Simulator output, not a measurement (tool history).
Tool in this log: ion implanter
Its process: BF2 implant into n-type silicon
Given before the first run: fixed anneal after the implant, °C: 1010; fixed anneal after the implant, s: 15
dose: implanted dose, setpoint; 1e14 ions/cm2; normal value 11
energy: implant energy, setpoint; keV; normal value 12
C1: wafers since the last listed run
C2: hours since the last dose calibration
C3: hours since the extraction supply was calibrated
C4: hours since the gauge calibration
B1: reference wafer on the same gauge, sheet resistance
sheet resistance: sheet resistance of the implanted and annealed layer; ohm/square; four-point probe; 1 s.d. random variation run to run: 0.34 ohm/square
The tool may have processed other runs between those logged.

{"run": 1, "day": 0.0, "dose": 11, "energy": 10, "C1": 0, "C2": 1457.5, "C3": 2718, "C4": 382.9, "B1": 240.06, "sheet resistance": 243.26}
{"run": 2, "day": 1.254, "dose": 11, "energy": 10, "C1": 681, "C2": 1487.6, "C3": 2748.1, "C4": 413, "B1": 239.94, "sheet resistance": 242.4}
{"run": 3, "day": 3.504, "dose": 11, "energy": 10, "C1": 1221, "C2": 1541.6, "C3": 2802.1, "C4": 467, "B1": 239.98, "sheet resistance": 242.34}
{"run": 4, "day": 6.133, "dose": 11, "energy": 12, "C1": 1427, "C2": 1604.7, "C3": 2865.2, "C4": 530.1, "B1": 239.9, "sheet resistance": 228.55}
{"run": 5, "day": 8.804, "dose": 11, "energy": 12, "C1": 1450, "C2": 1668.8, "C3": 2929.3, "C4": 594.2, "B1": 239.95, "sheet resistance": 228.99}
{"run": 6, "day": 10.354, "dose": 11, "energy": 12, "C1": 841, "C2": 1706, "C3": 2966.5, "C4": 631.4, "B1": 240.11, "sheet resistance": 228.86}
{"run": 7, "day": 12.904, "dose": 11, "energy": 12, "C1": 1384, "C2": 1767.2, "C3": 3027.7, "C4": 692.6, "B1": 239.98, "sheet resistance": 228.93}
{"run": 8, "day": 14.954, "dose": 11, "energy": 12, "C1": 1113, "C2": 1816.4, "C3": 3076.9, "C4": 741.8, "B1": 239.97, "sheet resistance": 228.62}
{"run": 9, "day": 17.854, "dose": 11, "energy": 12, "C1": 1574, "C2": 1886, "C3": 3146.5, "C4": 811.4, "B1": 239.99, "sheet resistance": 228.7}
{"run": 10, "day": 20.771, "dose": 11, "energy": 12, "C1": 1583, "C2": 1956, "C3": 3216.5, "C4": 881.4, "B1": 239.99, "sheet resistance": 228.92}
{"run": 11, "day": 23.396, "dose": 11, "energy": 12, "C1": 1425, "C2": 2019, "C3": 3279.5, "C4": 944.4, "B1": 240, "sheet resistance": 229.19}
{"day": 23.754, "done": "gauge calibrated"}
{"day": 25.325, "done": "Faraday cup replaced and dose calibrated"}
{"run": 12, "day": 27.45, "dose": 11, "energy": 12, "C1": 2020, "C2": 51, "C3": 3376.8, "C4": 88.7, "B1": 239.98, "sheet resistance": 226.07}
{"run": 13, "day": 29.792, "dose": 11, "energy": 12, "C1": 1271, "C2": 107.2, "C3": 3433, "C4": 144.9, "B1": 239.96, "sheet resistance": 226.5}
{"run": 14, "day": 32.717, "dose": 11, "energy": 12, "C1": 1588, "C2": 177.4, "C3": 3503.2, "C4": 215.1, "B1": 239.97, "sheet resistance": 226.27}
{"run": 15, "day": 33.996, "dose": 13.2, "energy": 12, "C1": 694, "C2": 208.1, "C3": 3533.9, "C4": 245.8, "B1": 240.02, "sheet resistance": 218.48}
{"run": 16, "day": 36.05, "dose": 11, "energy": 8.5, "C1": 1115, "C2": 257.4, "C3": 3583.2, "C4": 295.1, "B1": 239.98, "sheet resistance": 253.8}
{"run": 17, "day": 37.662, "dose": 8.06, "energy": 15, "C1": 875, "C2": 296.1, "C3": 3621.9, "C4": 333.8, "B1": 239.9, "sheet resistance": 229.43}
{"day": 39.721, "done": "extraction supply calibrated"}
{"run": 18, "day": 40.054, "dose": 12.59, "energy": 12, "C1": 1117, "C2": 353.5, "C3": 8, "C4": 391.2, "B1": 239.95, "sheet resistance": 223.63}
{"run": 19, "day": 41.467, "dose": 11, "energy": 15.5, "C1": 767, "C2": 387.4, "C3": 41.9, "C4": 425.1, "B1": 240.05, "sheet resistance": 208.82}
{"run": 20, "day": 43.0, "dose": 11, "energy": 12, "C1": 832, "C2": 424.2, "C3": 78.7, "C4": 461.9, "B1": 240.02, "sheet resistance": 229.57}
{"run": 21, "day": 44.05, "dose": 13.38, "energy": 13.5, "C1": 570, "C2": 449.4, "C3": 103.9, "C4": 487.1, "B1": 239.98, "sheet resistance": 211.37}
{"run": 22, "day": 46.0, "dose": 11, "energy": 12, "C1": 1059, "C2": 496.2, "C3": 150.7, "C4": 533.9, "B1": 240.03, "sheet resistance": 229.29}
{"run": 23, "day": 48.4, "dose": 11, "energy": 12, "C1": 1303, "C2": 553.8, "C3": 208.3, "C4": 591.5, "B1": 239.96, "sheet resistance": 229.89}
{"run": 24, "day": 50.146, "dose": 12.52, "energy": 15.5, "C1": 948, "C2": 595.7, "C3": 250.2, "C4": 633.4, "B1": 239.96, "sheet resistance": 202.28}
{"run": 25, "day": 51.762, "dose": 8.09, "energy": 15.5, "C1": 877, "C2": 634.5, "C3": 289, "C4": 672.2, "B1": 239.99, "sheet resistance": 230.5}
{"run": 26, "day": 53.121, "dose": 11, "energy": 12, "C1": 737, "C2": 667.1, "C3": 321.6, "C4": 704.8, "B1": 240, "sheet resistance": 229.68}
{"run": 27, "day": 54.175, "dose": 13.39, "energy": 14.5, "C1": 572, "C2": 692.4, "C3": 346.9, "C4": 730.1, "B1": 239.99, "sheet resistance": 205.76}
{"run": 28, "day": 55.217, "dose": 11, "energy": 12, "C1": 565, "C2": 717.4, "C3": 371.9, "C4": 755.1, "B1": 239.98, "sheet resistance": 229.04}
{"run": 29, "day": 56.521, "dose": 12.14, "energy": 8.5, "C1": 708, "C2": 748.7, "C3": 403.2, "C4": 786.4, "B1": 239.94, "sheet resistance": 251.25}
{"run": 30, "day": 59.321, "dose": 11, "energy": 14, "C1": 1520, "C2": 815.9, "C3": 470.4, "C4": 853.6, "B1": 240.01, "sheet resistance": 217.47}
{"run": 31, "day": 61.383, "dose": 14.11, "energy": 12, "C1": 1120, "C2": 865.4, "C3": 519.9, "C4": 903.1, "B1": 240.02, "sheet resistance": 218.56}

How would selected steps in sheet resistance from run to run divide? Give the signed amount a tool lacking its hidden state would still show from settings, what came in and random variation, and the signed amount left for the hidden state, including any gauge scatter that is not in both of the compared results.
Hidden conditions of the tool in this case: deviation of the true dose from the Faraday cup's reading, %; deviation of the true energy from its setpoint, %; gauge reads high (%).
Run 11 -> 12: gauge calibrated, Faraday cup replaced and dose calibrated. sheet resistance -3.12 ohm/square: hidden state -2.74, all else -0.38.
Run 15 -> 16: dose 13.2 -> 11, energy 12 -> 8.5. sheet resistance +35.32 ohm/square: hidden state +0.25, all else +35.07.
Run 17 -> 18: dose 8.06 -> 12.59, energy 15 -> 12, extraction supply calibrated. sheet resistance -5.8 ohm/square: hidden state +3.16, all else -8.96.
Run 24 -> 25: dose 12.52 -> 8.09. sheet resistance +28.22 ohm/square: hidden state +0.62, all else +27.6.
Run 29 -> 30: dose 12.14 -> 11, energy 8.5 -> 14. sheet resistance -33.78 ohm/square: hidden state -0.14, all else -33.64.
